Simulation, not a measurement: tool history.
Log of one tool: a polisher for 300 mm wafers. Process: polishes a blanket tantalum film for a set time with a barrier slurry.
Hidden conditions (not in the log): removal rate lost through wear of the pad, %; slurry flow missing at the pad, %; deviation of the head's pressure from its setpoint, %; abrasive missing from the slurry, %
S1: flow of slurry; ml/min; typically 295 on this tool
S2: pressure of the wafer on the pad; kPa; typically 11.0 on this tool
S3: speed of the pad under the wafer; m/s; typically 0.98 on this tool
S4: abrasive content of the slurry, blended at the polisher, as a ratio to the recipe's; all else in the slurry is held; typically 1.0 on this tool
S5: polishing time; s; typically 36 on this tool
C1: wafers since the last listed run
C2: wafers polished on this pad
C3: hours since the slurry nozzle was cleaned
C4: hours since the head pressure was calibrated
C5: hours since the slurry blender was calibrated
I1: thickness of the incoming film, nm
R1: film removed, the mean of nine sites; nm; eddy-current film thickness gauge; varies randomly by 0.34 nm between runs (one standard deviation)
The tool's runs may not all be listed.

run    day   S1    S2    S3   S4  S5   C1   C2     C3      C4     C5     I1    R1
  1  0.000  295  11.0  0.98  1.0  36    0  730  554.1   854.8  177.4  362.8  47.0
     0.104  -- worn pad replaced by a new one
  2  0.546  295  11.0  0.98  1.0  36   82   82  567.2   867.9  190.5  356.7  47.5
  3  0.912  295  11.0  0.98  1.0  40   68  150  576.0   876.7  199.3  362.1  52.9
     1.208  -- slurry blender recalibrated
  4  1.392  295  11.0  0.98  1.0  36   73  224  587.5   888.2    4.4  359.7  47.8
  5  1.917  295   9.0  0.98  1.0  36   97  322  600.1   900.8   17.0  364.2  39.5
  6  2.312  295   9.0  0.98  1.0  36   73  396  609.6   910.3   26.5  359.5  39.8
  7  2.892  295   9.0  0.98  1.0  36  108  504  623.5   924.2   40.4  365.6  39.6
  8  3.379  295  11.0  0.98  1.0  27   90  595  635.2   935.9   52.1  365.7  35.6
  9  4.021  295  11.0  0.98  1.0  36  119  715  650.6   951.3   67.5  358.2  47.6
     4.275  -- worn pad replaced by a new one
 10  4.758  295  11.0  0.98  1.0  36  106   90  668.3   969.0   85.2  357.9  47.6
 11  5.462  325  11.0  0.98  1.0  36  131  221  685.2   985.9  102.1  365.0  47.6
 12  6.058  295  11.0  0.98  1.0  49  111  333  699.5  1000.2  116.4  360.5  63.8
 13  6.483  295  11.0  0.98  1.0  36   79  412  709.7  1010.4  126.6  358.2  47.4
 14  7.208  295  11.0  0.98  0.9  36  135  547  727.1  1027.8  144.0  359.1  46.3

What does the tool deliver on the next run?
     7.308  -- head pressure recalibrated
 15  7.742  295  15.2  0.98  1.0  36  83  631  739.9  10.4  156.8  352.9   ?

For run 15 the tool returned R1 64.1 nm.
Minus the tool's unlogged condition, the same run would have read R1 64.1 nm.
